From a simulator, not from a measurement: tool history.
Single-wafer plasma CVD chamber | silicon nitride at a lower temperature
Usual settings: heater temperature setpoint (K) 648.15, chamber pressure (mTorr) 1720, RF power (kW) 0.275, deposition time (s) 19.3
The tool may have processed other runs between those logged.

| run | hour | heater temperature setpoint (K) | chamber pressure (mTorr) | RF power (kW) | deposition time (s) | read-back reference wafer on the same gauge, thickness_nm | mean film thickness on the monitor wafer (nm) |
|---|---|---|---|---|---|---|---|
| 1 | 0 | 648.15 | 1720 | 0.275 | 19.3 | 24.892 | 20.496 |
| 2 | 101.5 | 648.15 | 1720 | 0.275 | 19.3 | 24.896 | 20.445 |
|  | 193.9 | showerhead replaced |
| 3 | 194.9 | 648.15 | 1720 | 0.275 | 19.3 | 24.902 | 20.41 |
| 4 | 286.4 | 659.15 | 1720 | 0.275 | 19.3 | 24.902 | 20.218 |
|  | 336.7 | RF generator calibrated |
| 5 | 350.8 | 659.15 | 1720 | 0.275 | 19.3 | 24.894 | 21.075 |
| 6 | 390.3 | 648.15 | 1720 | 0.275 | 19.3 | 24.912 | 21.158 |
|  | 493.4 | capacitance manometer re-zeroed and calibrated |
| 7 | 560.3 | 648.15 | 1720 | 0.275 | 21.3 | 24.913 | 23.183 |
| 8 | 613.5 | 648.15 | 1720 | 0.275 | 21.3 | 24.918 | 22.993 |
|  | 677.3 | thermocouple changed; heater temperature recalibrated |
| 9 | 715.4 | 648.15 | 1720 | 0.275 | 19.3 | 24.887 | 20.948 |
| 10 | 795.6 | 655.15 | 1720 | 0.32 | 15.5 | 24.889 | 18.249 |
| 11 | 854.7 | 648.15 | 1720 | 0.275 | 21.3 | 24.918 | 22.947 |
| 12 | 952 | 648.15 | 2120 | 0.23 | 19.3 | 24.911 | 19.417 |
| 13 | 1034.4 | 660.15 | 1460 | 0.315 | 18.2 | 24.901 | 20.511 |
| 14 | 1119.8 | 662.15 | 1720 | 0.275 | 20.7 | 24.893 | 21.902 |
| 15 | 1161.3 | 656.15 | 2050 | 0.315 | 16.8 | 24.897 | 20.232 |
| 16 | 1243.1 | 648.15 | 1880 | 0.275 | 19.3 | 24.893 | 21.107 |
| 17 | 1297.6 | 641.15 | 1890 | 0.31 | 22.5 | 24.911 | 26.539 |
| 18 | 1358.8 | 648.15 | 1720 | 0.275 | 19.3 | 24.922 | 20.678 |
|  | 1417.4 | gauge calibrated |
| 19 | 1459.8 | 648.15 | 1720 | 0.275 | 20.7 | 24.881 | 22.027 |
|  | 1483.4 | capacitance manometer re-zeroed and calibrated |
| 20 | 1520.6 | 648.15 | 1720 | 0.305 | 19.3 | 24.898 | 21.939 |
| 21 | 1803.6 | 653.15 | 1720 | 0.275 | 18.2 | 24.907 | 19.335 |
| 22 | 1867.6 | 648.15 | 1720 | 0.295 | 19.3 | 24.889 | 21.457 |
| 23 | 1961 | 648.15 | 1720 | 0.275 | 21.1 | 24.904 | 22.447 |
| 24 | 2035.5 | 643.15 | 1370 | 0.275 | 16 | 24.914 | 16.386 |
| 25 | 2101.3 | 648.15 | 1720 | 0.275 | 21.3 | 24.911 | 22.656 |
| 26 | 2152.5 | 648.15 | 1720 | 0.275 | 19.3 | 24.903 | 20.607 |
| 27 | 2255.1 | 648.15 | 1720 | 0.275 | 19.3 | 24.875 | 20.557 |
| 28 | 2294.5 | 648.15 | 1970 | 0.275 | 19.3 | 24.922 | 21.133 |

4 ways to go on from here, each from the tool as it stands after run 28. What would each give?
| A | 2294.9 | 648.15 | 1850 | 0.275 | 19.3 | ? | ? |
| B | 2294.9 | 648.15 | 1720 | 0.305 | 16.9 | ? | ? |
| C | 2294.9 | 648.15 | 1720 | 0.275 | 22.2 | ? | ? |
| D | 2294.9 | 663.15 | 1720 | 0.275 | 20.7 | ? | ? |

| run | read-back reference wafer on the same gauge, thickness_nm | mean film thickness on the monitor wafer (nm) |
|---|---|---|
| A | 24.905 | 20.829 |
| B | 24.905 | 19.151 |
| C | 24.905 | 23.588 |
| D | 24.905 | 21.841 |
The same runs, with their run-to-run variation unchanged, on a tool lacking any hidden condition would have given:
| run | mean film thickness on the monitor wafer (nm) |
|---|---|
| A | 21.482 |
| B | 19.732 |
| C | 24.327 |
| D | 22.526 |

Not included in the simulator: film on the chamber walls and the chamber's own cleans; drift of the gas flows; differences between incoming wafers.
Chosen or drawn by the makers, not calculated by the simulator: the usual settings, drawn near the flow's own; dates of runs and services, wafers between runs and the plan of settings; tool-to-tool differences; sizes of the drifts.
